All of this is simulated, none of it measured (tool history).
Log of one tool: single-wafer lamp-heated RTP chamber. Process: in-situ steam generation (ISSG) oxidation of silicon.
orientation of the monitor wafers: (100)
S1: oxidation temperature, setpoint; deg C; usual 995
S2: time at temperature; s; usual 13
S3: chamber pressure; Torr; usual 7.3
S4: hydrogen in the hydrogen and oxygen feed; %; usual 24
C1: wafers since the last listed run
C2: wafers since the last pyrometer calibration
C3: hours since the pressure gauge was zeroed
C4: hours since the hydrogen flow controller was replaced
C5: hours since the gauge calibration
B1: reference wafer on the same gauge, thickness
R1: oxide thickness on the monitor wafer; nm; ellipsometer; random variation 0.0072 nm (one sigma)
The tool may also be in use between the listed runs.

run,hour,S1,S2,S3,S4,C1,C2,C3,C4,C5,B1,R1
1,0,995,13,7.3,24,0,4728,2549.4,2169.3,248.6,4.1,4.864
2,155.7,995,13,7.3,24,2611,7340,2705.1,2325,404.3,4.099,4.879
# hour 190.8: pyrometer window cleaned and pyrometer calibrated
3,201.5,995,13,7.3,24,634,178,2750.9,2370.8,450.1,4.1,4.814
4,238.5,995,13,7.3,24,620,799,2787.9,2407.8,487.1,4.1,4.805
5,272.9,995,13,7.3,24,576,1376,2822.3,2442.2,521.5,4.102,4.821
6,342,995,13,7.3,24,1158,2535,2891.4,2511.3,590.6,4.099,4.82
7,413.6,995,13,7.3,24,1200,3736,2963,2582.9,662.2,4.096,4.841
8,472.7,995,13,7.3,24,991,4727,3022.1,2642,721.3,4.098,4.846
9,498,995,13,7.3,24,424,5151,3047.4,2667.3,746.6,4.101,4.869
# hour 524.7: gauge calibrated
10,526.2,1003,11,7.3,29,472,5624,3075.6,2695.5,1.5,4.099,4.928
11,588,1004,10,8,24,1036,6661,3137.4,2757.3,63.3,4.098,4.49
# hour 625.3: hydrogen flow controller replaced
12,641.3,995,13,7.3,24,759,7421,3190.7,16,116.6,4.099,4.882
13,696.1,1000,13,8.3,31,919,8340,3245.5,70.8,171.4,4.1,5.302
# hour 725.5: pressure gauge zeroed
14,740,1002,17,7.3,19,602,8942,14.5,114.7,215.3,4.098,5.35
# hour 750.3: pyrometer window cleaned and pyrometer calibrated
15,779.5,1002,17,7.3,19,528,489,54,154.2,254.8,4.098,5.228
16,934.2,990,16,6.9,32,2594,3084,208.7,308.9,409.5,4.1,5.628
17,993.1,1009,15,8.4,24,987,4071,267.6,367.8,468.4,4.098,5.427
18,1043.2,1004,13,7.3,24,840,4912,317.7,417.9,518.5,4.097,5.011

Forecast each of these 4 alternatives for the next run:
A,1043.6,1010,13,7.3,24,6,4918,318.1,418.3,518.9,?,?
B,1043.6,1014,17,8.1,30,6,4918,318.1,418.3,518.9,?,?
C,1043.6,995,14,8.3,32,6,4918,318.1,418.3,518.9,?,?
D,1043.6,989,13,8.4,24,6,4918,318.1,418.3,518.9,?,?

run,B1,R1
A,4.102,5.123
B,4.102,6.234
C,4.102,5.391
D,4.102,4.736
Without the tool's hidden state the same runs would have given:
run,R1
A,5.061
B,6.15
C,5.331
D,4.687

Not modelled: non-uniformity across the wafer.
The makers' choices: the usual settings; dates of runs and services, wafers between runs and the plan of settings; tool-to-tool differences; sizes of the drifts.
